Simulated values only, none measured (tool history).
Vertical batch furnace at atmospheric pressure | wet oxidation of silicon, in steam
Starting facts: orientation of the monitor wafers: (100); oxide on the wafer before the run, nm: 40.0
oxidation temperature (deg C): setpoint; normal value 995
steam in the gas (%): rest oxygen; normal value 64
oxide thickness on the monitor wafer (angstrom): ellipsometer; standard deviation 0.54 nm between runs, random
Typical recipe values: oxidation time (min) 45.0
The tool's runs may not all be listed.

| run | hour | oxidation temperature (deg C) | oxidation time (min) | steam in the gas (%) | read-back reference wafer on the same gauge, thickness | oxide thickness on the monitor wafer (angstrom) |
|---|---|---|---|---|---|---|
| 1 | 0.0 | 995 | 45.0 | 64 | 268.30 | 2576.6 |
| 2 | 27.7 | 978 | 29.5 | 64 | 268.14 | 1695.3 |
| 3 | 87.3 | 978 | 29.5 | 64 | 268.00 | 1694.5 |
| 4 | 121.3 | 978 | 29.5 | 64 | 267.93 | 1699.9 |
| 5 | 183.6 | 995 | 54.5 | 64 | 268.00 | 2923.4 |
| 6 | 222.5 | 995 | 54.5 | 64 | 268.02 | 2921.8 |
| 7 | 260.7 | 995 | 54.5 | 64 | 267.93 | 2909.9 |
| 8 | 306.2 | 976 | 45.0 | 64 | 267.93 | 2213.0 |
|  | 338.6 | steam generator serviced |
| 9 | 362.5 | 976 | 45.0 | 64 | 267.89 | 2235.6 |
| 10 | 408.3 | 976 | 45.0 | 64 | 268.04 | 2234.4 |
| 11 | 456.0 | 995 | 45.0 | 64 | 268.17 | 2596.1 |
| 12 | 517.1 | 995 | 45.0 | 64 | 267.95 | 2585.6 |
| 13 | 550.5 | 995 | 45.0 | 64 | 267.89 | 2584.1 |
| 14 | 604.7 | 995 | 54.0 | 64 | 267.96 | 2917.2 |
| 15 | 646.6 | 995 | 45.0 | 64 | 267.81 | 2582.1 |
| 16 | 688.6 | 995 | 45.0 | 64 | 267.78 | 2579.6 |
| 17 | 737.7 | 995 | 26.0 | 64 | 267.87 | 1800.9 |
| 18 | 785.1 | 995 | 45.0 | 64 | 267.95 | 2593.4 |
| 19 | 833.4 | 995 | 45.0 | 64 | 267.90 | 2583.0 |
| 20 | 862.5 | 995 | 45.0 | 73 | 268.06 | 2829.4 |
| 21 | 930.5 | 995 | 54.5 | 64 | 268.10 | 2920.2 |
|  | 992.4 | thermocouples replaced and temperature profile calibrated |
| 22 | 998.7 | 980 | 27.5 | 72 | 267.88 | 1784.3 |
| 23 | 1041.9 | 988 | 45.0 | 64 | 267.88 | 2443.7 |
| 24 | 1078.8 | 1008 | 25.5 | 70 | 267.95 | 2085.7 |
| 25 | 1123.5 | 1016 | 60.0 | 55 | 268.13 | 3265.6 |
| 26 | 1188.4 | 987 | 55.5 | 61 | 267.86 | 2701.5 |
| 27 | 1219.4 | 1009 | 35.0 | 64 | 267.96 | 2428.9 |
| 28 | 1274.9 | 995 | 45.0 | 64 | 267.94 | 2576.2 |
|  | 1322.6 | gauge calibrated |
| 29 | 1331.0 | 1004 | 45.0 | 64 | 268.15 | 2751.7 |
| 30 | 1385.0 | 995 | 45.0 | 64 | 268.01 | 2576.7 |
| 31 | 1428.1 | 995 | 45.0 | 61 | 267.87 | 2503.1 |
| 32 | 1595.9 | 995 | 45.0 | 64 | 268.11 | 2576.3 |
| 33 | 1664.4 | 1013 | 31.0 | 75 | 268.04 | 2542.5 |
| 34 | 1716.6 | 995 | 45.0 | 64 | 267.91 | 2570.2 |
| 35 | 1749.7 | 995 | 59.5 | 54 | 268.22 | 2773.0 |
| 36 | 1775.0 | 988 | 24.0 | 73 | 268.19 | 1756.7 |
| 37 | 1835.8 | 981 | 45.0 | 74 | 268.04 | 2552.2 |

Consider 5 possible next runs. They are alternatives, not a sequence: every one starts from the tool as it was left by run 37. What does each give?
| A | 1840.4 | 995 | 45.0 | 64 | ? | ? |
| B | 1840.4 | 995 | 31.5 | 68 | ? | ? |
| C | 1840.4 | 973 | 45.0 | 64 | ? | ? |
| D | 1840.4 | 995 | 45.0 | 69 | ? | ? |
| E | 1840.4 | 1006 | 45.0 | 64 | ? | ? |

| run | read-back reference wafer on the same gauge, thickness | oxide thickness on the monitor wafer (angstrom) |
|---|---|---|
| A | 267.88 | 2580.0 |
| B | 267.88 | 2120.9 |
| C | 267.88 | 2167.6 |
| D | 267.88 | 2711.9 |
| E | 267.88 | 2797.7 |
With the hidden condition removed and each run's random variation left untouched, the same runs would have given:
| run | oxide thickness on the monitor wafer (angstrom) |
|---|---|
| A | 2608.0 |
| B | 2143.8 |
| C | 2191.6 |
| D | 2741.3 |
| E | 2827.7 |
